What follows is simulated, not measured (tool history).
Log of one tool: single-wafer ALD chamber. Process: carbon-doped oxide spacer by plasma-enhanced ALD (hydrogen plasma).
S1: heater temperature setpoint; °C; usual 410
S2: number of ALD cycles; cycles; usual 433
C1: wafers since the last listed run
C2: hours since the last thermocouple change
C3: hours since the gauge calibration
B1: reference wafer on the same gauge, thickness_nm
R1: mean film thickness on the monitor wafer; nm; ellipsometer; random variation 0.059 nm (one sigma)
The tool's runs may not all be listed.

run   hour   S1   S2  C1      C2     C3      B1      R1
  1    0.0  410  433   0   707.1  754.2  20.409  21.755
      11.9  -- gauge calibrated
  2   59.2  410  433  49   766.3   47.3  20.386  21.730
  3   89.6  410  433  25   796.7   77.7  20.401  21.701
  4  147.8  401  433  48   854.9  135.9  20.405  22.393
  5  172.7  401  433  20   879.8  160.8  20.412  22.258
  6  205.5  401  433  27   912.6  193.6  20.404  22.198
  7  269.5  410  433  53   976.6  257.6  20.408  21.759
  8  332.9  399  433  52  1040.0  321.0  20.400  22.323
  9  396.6  417  433  52  1103.7  384.7  20.392  21.075
 10  448.2  417  433  42  1155.3  436.3  20.399  21.186
 11  497.9  410  415  41  1205.0  486.0  20.405  20.795
 12  524.6  410  389  22  1231.7  512.7  20.387  19.431
     569.2  -- thermocouple changed; heater temperature recalibrated
 13  575.4  410  433  35     6.2  563.5  20.397  22.102
 14  612.4  410  433  30    43.2  600.5  20.400  21.979
 15  637.2  406  472  20    68.0  625.3  20.406  24.374
 16  702.1  415  475  53   132.9  690.2  20.402  23.658
     709.8  -- gauge calibrated
 17  732.9  415  481  25   163.7   23.1  20.394  23.963
 18  769.6  410  407  30   200.4   59.8  20.395  20.591
 19  838.0  410  433  56   268.8  128.2  20.409  21.893
 20  866.4  404  457  23   297.2  156.6  20.398  23.521
 21  907.8  410  433  34   338.6  198.0  20.392  21.794
 22  946.9  419  479  32   377.7  237.1  20.400  23.553

3 ways to go on from here, each from the tool as it stands after run 22. What would each give?
  A  948.0  410  515   0  378.8  238.2   ?   ?
  B  948.0  395  466   0  378.8  238.2   ?   ?
  C  948.0  410  361   0  378.8  238.2   ?   ?

run      B1      R1
  A  20.407  26.000
  B  20.407  24.514
  C  20.407  18.225
Without the tool's hidden state the same runs would have given:
run      R1
  A  26.279
  B  24.514
  C  18.421
